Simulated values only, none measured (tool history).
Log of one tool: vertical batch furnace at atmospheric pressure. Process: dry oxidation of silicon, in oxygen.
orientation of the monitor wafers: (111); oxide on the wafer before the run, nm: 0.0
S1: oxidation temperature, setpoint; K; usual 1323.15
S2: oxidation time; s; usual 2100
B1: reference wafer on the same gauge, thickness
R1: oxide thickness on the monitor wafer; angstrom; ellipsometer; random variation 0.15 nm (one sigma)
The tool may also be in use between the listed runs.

run 1 hour=0.0 | S1=1323.15 S2=2100 | B1=62.71 | R1=631.4
run 2 hour=105.1 | S1=1323.15 S2=2100 | B1=62.68 | R1=631.8
run 3 hour=175.7 | S1=1323.15 S2=2100 | B1=62.71 | R1=636.7
run 4 hour=265.2 | S1=1323.15 S2=2100 | B1=62.75 | R1=637.8
run 5 hour=320.4 | S1=1323.15 S2=2100 | B1=62.73 | R1=636.8
run 6 hour=393.4 | S1=1323.15 S2=2100 | B1=62.65 | R1=635.6
run 7 hour=444.0 | S1=1323.15 S2=2100 | B1=62.69 | R1=634.8
run 8 hour=714.9 | S1=1323.15 S2=2100 | B1=62.74 | R1=636.1
run 9 hour=798.7 | S1=1323.15 S2=2100 | B1=62.71 | R1=633.6
run 10 hour=851.3 | S1=1323.15 S2=2100 | B1=62.66 | R1=632.9
-- hour=919.0 thermocouples replaced and temperature profile calibrated
run 11 hour=919.5 | S1=1323.15 S2=2100 | B1=62.73 | R1=632.1
run 12 hour=1002.1 | S1=1323.15 S2=2100 | B1=62.69 | R1=634.7
run 13 hour=1077.8 | S1=1323.15 S2=2100 | B1=62.67 | R1=634.5
run 14 hour=1142.3 | S1=1323.15 S2=2100 | B1=62.70 | R1=633.9
run 15 hour=1250.2 | S1=1323.15 S2=2520 | B1=62.68 | R1=714.2
run 16 hour=1357.0 | S1=1323.15 S2=2520 | B1=62.70 | R1=716.0
run 17 hour=1432.3 | S1=1323.15 S2=2670 | B1=62.69 | R1=743.6
run 18 hour=1597.8 | S1=1335.15 S2=1410 | B1=62.70 | R1=530.1
-- hour=1645.7 gauge calibrated
run 19 hour=1897.8 | S1=1333.15 S2=2640 | B1=62.66 | R1=782.4
run 20 hour=1964.7 | S1=1323.15 S2=2100 | B1=62.70 | R1=632.7

Forecast run 21:
run 21 hour=2007.4 | S1=1323.15 S2=2520 | B1=? | R1=?

B1: 62.69
R1: 715.2 angstrom
Without the tool's hidden state the same run would have given R1 715.2 angstrom.
